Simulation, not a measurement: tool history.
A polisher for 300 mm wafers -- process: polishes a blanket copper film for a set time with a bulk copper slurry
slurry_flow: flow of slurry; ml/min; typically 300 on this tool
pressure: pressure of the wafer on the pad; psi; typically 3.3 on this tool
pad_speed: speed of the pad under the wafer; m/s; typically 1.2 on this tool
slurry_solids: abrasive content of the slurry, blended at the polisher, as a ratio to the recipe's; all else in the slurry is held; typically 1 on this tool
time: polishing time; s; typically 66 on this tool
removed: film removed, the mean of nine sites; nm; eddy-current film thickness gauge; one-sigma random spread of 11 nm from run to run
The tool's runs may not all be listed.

| run | day | slurry_flow | pressure | pad_speed | slurry_solids | time | incoming thickness of the incoming film, nm | removed |
|---|---|---|---|---|---|---|---|---|
| 1 | 0 | 300 | 3.3 | 1.2 | 1 | 66 | 3762.9 | 727.4 |
| 2 | 2.162 | 300 | 3.3 | 1.2 | 1 | 66 | 3731 | 704.8 |
| 3 | 3.925 | 300 | 3.3 | 1.2 | 1 | 66 | 3749 | 709.6 |
| 4 | 7.55 | 240 | 3.3 | 1.2 | 1 | 66 | 3767.4 | 702 |
|  | 7.854 | worn pad replaced by a new one |
| 5 | 10.462 | 240 | 3.3 | 1.2 | 1 | 66 | 3701.9 | 686.2 |
|  | 13.304 | slurry nozzle cleaned |
| 6 | 13.975 | 300 | 3.3 | 1.2 | 1 | 88 | 3756.6 | 920.2 |
| 7 | 16.046 | 200 | 3.3 | 1.02 | 0.7 | 82 | 3709.5 | 637.3 |
|  | 20.125 | head pressure recalibrated |
|  | 22.454 | slurry blender recalibrated, repeated, since the last time left the tool worse |
| 8 | 27.071 | 260 | 2.2 | 1.48 | 1.15 | 66 | 3719.6 | 777.9 |
| 9 | 30.529 | 300 | 3.3 | 1.2 | 1 | 66 | 3700.9 | 780.5 |
| 10 | 34.129 | 205 | 4.2 | 0.82 | 1 | 46 | 3717.8 | 422.4 |
|  | 35.762 | worn pad replaced by a new one |
| 11 | 36.525 | 300 | 3.3 | 1.2 | 1 | 75 | 3701.6 | 875.5 |
| 12 | 40.017 | 300 | 2.7 | 0.88 | 1 | 66 | 3766.8 | 496.2 |
| 13 | 41.8 | 200 | 3.3 | 1.02 | 0.7 | 82 | 3718.2 | 723.6 |
| 14 | 44.108 | 265 | 4.2 | 1.2 | 1.1 | 79 | 3768.8 | 1102.8 |
| 15 | 46.654 | 205 | 2.5 | 1.06 | 1 | 66 | 3683.9 | 540.3 |
| 16 | 49.85 | 300 | 2.2 | 1.2 | 1 | 66 | 3761.5 | 583.8 |
|  | 52.312 | slurry nozzle cleaned |
| 17 | 53.117 | 210 | 3.3 | 1.2 | 1.15 | 66 | 3735.8 | 745.8 |

What will run 18 give?
| 18 | 54.779 | 300 | 3.3 | 1.2 | 1 | 66 | 3728.6 | ? |

Run 18 yielded removed 760 nm.
Take away the tool's hidden state, keep the run-to-run variation as it was, and the same run would have given removed 803.7 nm.
